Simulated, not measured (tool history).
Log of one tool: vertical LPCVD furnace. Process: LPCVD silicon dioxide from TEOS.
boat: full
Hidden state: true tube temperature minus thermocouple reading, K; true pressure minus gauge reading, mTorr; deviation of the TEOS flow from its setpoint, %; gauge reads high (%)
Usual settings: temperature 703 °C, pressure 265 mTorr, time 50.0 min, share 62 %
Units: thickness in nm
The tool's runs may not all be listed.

run,hour,temperature,pressure,time,share,wafers since the last listed run,hours since the last temperature calibration,hours since the pressure gauge was zeroed,hours since the TEOS flow controller was replaced,hours since the gauge calibration,"read-back reference wafer on the same gauge, thickness",thickness
1,0.0,703,265,50.0,62,0,2623.4,1224.4,2520.1,2150.2,309.97,335.40
2,50.9,703,265,50.0,62,714,2674.3,1275.3,2571.0,2201.1,310.13,335.66
3,141.5,703,265,42.5,62,1271,2764.9,1365.9,2661.6,2291.7,310.05,285.53
4,179.0,703,265,42.5,62,526,2802.4,1403.4,2699.1,2329.2,310.18,284.39
5,220.0,703,265,42.5,62,575,2843.4,1444.4,2740.1,2370.2,309.95,286.32
6,327.2,698,265,50.0,62,1504,2950.6,1551.6,2847.3,2477.4,309.97,298.52
7,408.1,698,265,50.0,62,1135,3031.5,1632.5,2928.2,2558.3,309.99,299.00
8,484.7,703,300,50.0,62,1075,3108.1,1709.1,3004.8,2634.9,310.05,357.44
9,579.3,703,265,50.0,74,1327,3202.7,1803.7,3099.4,2729.5,309.97,368.12
# hour 597.8: gauge calibrated
10,676.6,703,210,50.0,50,1365,3300.0,1901.0,3196.7,78.8,310.14,269.18
11,746.3,692,265,50.0,54,978,3369.7,1970.7,3266.4,148.5,309.84,244.13
12,841.5,699,200,63.0,69,1336,3464.9,2065.9,3361.6,243.7,309.92,355.34
# hour 942.7: thermocouples replaced and temperature profile calibrated
13,943.2,691,265,50.0,57,1090,0.5,2167.6,3463.3,345.4,309.98,237.74
# hour 1024.4: pressure gauge zeroed
# hour 1048.5: TEOS flow controller replaced
14,1049.0,711,285,36.5,57,811,106.3,24.6,0.5,451.2,309.88,287.20
15,1054.5,703,265,50.0,56,77,111.8,30.1,6.0,456.7,309.86,312.48
16,1105.7,703,265,50.0,62,718,163.0,81.3,57.2,507.9,310.09,327.90
17,1172.9,703,265,50.0,62,943,230.2,148.5,124.4,575.1,309.88,328.82
18,1275.1,707,290,61.5,69,1434,332.4,250.7,226.6,677.3,309.89,489.83
19,1314.2,703,210,38.5,62,548,371.5,289.8,265.7,716.4,309.86,224.73
20,1376.3,691,245,40.0,62,871,433.6,351.9,327.8,778.5,309.57,190.83
21,1418.6,703,265,50.0,62,593,475.9,394.2,370.1,820.8,309.81,329.01
22,1502.8,711,250,50.0,66,1181,560.1,478.4,454.3,905.0,309.94,398.37
23,1596.1,703,265,62.0,54,1309,653.4,571.7,547.6,998.3,309.99,381.85
24,1663.2,703,200,50.0,62,941,720.5,638.8,614.7,1065.4,310.01,286.30
25,1761.7,692,305,50.0,62,1382,819.0,737.3,713.2,1163.9,310.09,273.52
26,1807.9,703,265,50.0,52,648,865.2,783.5,759.4,1210.1,310.27,302.10
27,1897.7,703,265,50.0,62,1260,955.0,873.3,849.2,1299.9,310.17,329.34
28,2005.5,703,265,50.0,62,1513,1062.8,981.1,957.0,1407.7,310.20,331.66
29,2095.4,713,265,50.0,62,1261,1152.7,1071.0,1046.9,1497.6,309.95,417.59
30,2187.0,703,320,50.0,62,1285,1244.3,1162.6,1138.5,1589.2,310.11,365.00

5 ways to go on from here, each from the tool as it stands after run 30. What would each give?
A,2192.6,703,265,50.0,62,78,1249.9,1168.2,1144.1,1594.8,?,?
B,2192.6,703,265,69.0,73,78,1249.9,1168.2,1144.1,1594.8,?,?
C,2192.6,703,310,50.0,57,78,1249.9,1168.2,1144.1,1594.8,?,?
D,2192.6,703,265,50.0,54,78,1249.9,1168.2,1144.1,1594.8,?,?
E,2192.6,703,265,37.0,62,78,1249.9,1168.2,1144.1,1594.8,?,?

run,"read-back reference wafer on the same gauge, thickness",thickness
A,309.97,333.35
B,309.97,499.16
C,309.97,345.70
D,309.97,311.10
E,309.97,246.68
Without the tool's hidden state the same runs would have given:
run,thickness
A,327.22
B,489.99
C,339.34
D,305.38
E,242.14

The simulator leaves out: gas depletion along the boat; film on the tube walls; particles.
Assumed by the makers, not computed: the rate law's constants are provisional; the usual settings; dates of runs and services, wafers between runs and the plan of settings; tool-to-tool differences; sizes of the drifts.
